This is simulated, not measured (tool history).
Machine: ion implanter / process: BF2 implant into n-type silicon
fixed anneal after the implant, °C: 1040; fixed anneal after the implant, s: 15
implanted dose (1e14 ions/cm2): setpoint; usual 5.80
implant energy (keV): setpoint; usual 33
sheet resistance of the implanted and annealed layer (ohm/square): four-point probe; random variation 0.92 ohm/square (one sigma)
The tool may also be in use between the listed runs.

run	hour	implanted dose (1e14 ions/cm2)	implant energy (keV)	wafers since the last listed run	hours since the last dose calibration	hours since the extraction supply was calibrated	hours since the gauge calibration	read-back reference wafer on the same gauge, sheet resistance	sheet resistance of the implanted and annealed layer (ohm/square)
1	0.0	5.80	33	0	402.9	4709.9	56.3	227.12	211.67
2	18.0	5.80	33	255	420.9	4727.9	74.3	226.94	211.56
3	35.9	5.80	33	254	438.8	4745.8	92.2	226.87	212.04
4	71.2	5.80	33	501	474.1	4781.1	127.5	227.03	211.60
5	94.0	5.80	33	323	496.9	4803.9	150.3	227.07	209.78
6	122.3	5.80	33	402	525.2	4832.2	178.6	226.92	207.67
7	137.5	4.76	33	215	540.4	4847.4	193.8	226.94	246.86
# hour 161.0: extraction supply calibrated
# hour 181.5: gauge calibrated
8	199.1	4.76	33	761	602.0	38.1	17.6	226.98	247.15
# hour 212.1: Faraday cup replaced and dose calibrated
9	234.2	5.80	33	385	22.1	73.2	52.7	226.88	223.81
10	247.8	6.86	39	193	35.7	86.8	66.3	226.98	190.30
11	265.1	5.80	33	245	53.0	104.1	83.6	227.18	223.51
# hour 291.9: Faraday cup replaced and dose calibrated, repeated, since the last time left the tool worse
12	300.3	5.80	33	386	8.4	139.3	118.8	227.02	214.00

Expected results for the next run?
13	323.4	5.80	33	328	31.5	162.4	141.9	?	?

read-back reference wafer on the same gauge, sheet resistance: 227.16
sheet resistance of the implanted and annealed layer (ohm/square): 214.99
If the tool had no hidden condition, the same run with the same run-to-run variation would have returned sheet resistance of the implanted and annealed layer (ohm/square) 215.03.

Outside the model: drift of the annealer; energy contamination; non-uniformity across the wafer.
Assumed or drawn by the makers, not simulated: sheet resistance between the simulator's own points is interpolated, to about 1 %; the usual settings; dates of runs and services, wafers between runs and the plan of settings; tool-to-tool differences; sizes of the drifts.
